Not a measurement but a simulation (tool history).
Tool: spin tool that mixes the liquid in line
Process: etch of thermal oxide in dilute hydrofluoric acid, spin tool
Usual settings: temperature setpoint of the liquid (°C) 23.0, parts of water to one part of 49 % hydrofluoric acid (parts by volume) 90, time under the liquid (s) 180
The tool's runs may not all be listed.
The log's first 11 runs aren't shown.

run,hour,temperature setpoint of the liquid (°C),parts of water to one part of 49 % hydrofluoric acid (parts by volume),time under the liquid (s),"read-back film thickness of the thermal oxide reference wafer, read on the same gauge (nm)",thickness taken off the thermal oxide on a monitor wafer (angstrom)
12,134.1,23.0,90,180,130.00,98.9
13,142.9,23.0,90,180,130.01,98.9
14,173.9,23.0,90,180,130.00,99.4
# hour 178.5: gauge calibrated
15,188.0,23.0,90,180,129.99,99.7
16,195.0,23.0,90,215,130.00,118.8
# hour 197.3: thermometer replaced
17,206.7,23.0,90,180,130.00,92.9
18,213.3,23.0,90,180,130.00,92.6
19,228.6,23.0,120,115,129.99,42.7
20,236.3,20.0,100,285,130.01,116.0
21,249.9,21.0,90,180,130.02,86.0
22,256.7,23.0,75,180,130.00,114.0
23,264.7,23.0,90,180,130.00,92.5
24,278.5,23.0,90,180,130.00,93.8
25,294.5,23.0,115,260,130.00,102.3
26,303.6,19.0,55,280,130.00,210.3
27,317.2,26.5,90,180,129.98,106.9
28,330.4,25.0,75,180,129.99,124.1
29,337.9,25.0,110,230,130.00,102.8
30,351.4,23.0,125,235,130.01,84.6
31,359.9,21.5,110,90,129.99,35.3
32,372.1,23.0,90,180,130.00,93.5
33,385.2,18.0,90,180,130.01,76.0

Forecast each of these 5 alternatives for the next run:
A,385.7,23.0,90,180,?,?
B,385.7,25.5,60,75,?,?
C,385.7,27.0,90,180,?,?
D,385.7,23.0,55,270,?,?
E,385.7,27.0,75,210,?,?

run,"read-back film thickness of the thermal oxide reference wafer, read on the same gauge (nm)",thickness taken off the thermal oxide on a monitor wafer (angstrom)
A,130.00,93.2
B,130.00,67.0
C,130.00,109.1
D,130.00,239.2
E,130.00,156.0
Without the tool's hidden state the same runs would have given:
run,thickness taken off the thermal oxide on a monitor wafer (angstrom)
A,91.6
B,65.8
C,107.3
D,234.9
E,153.3
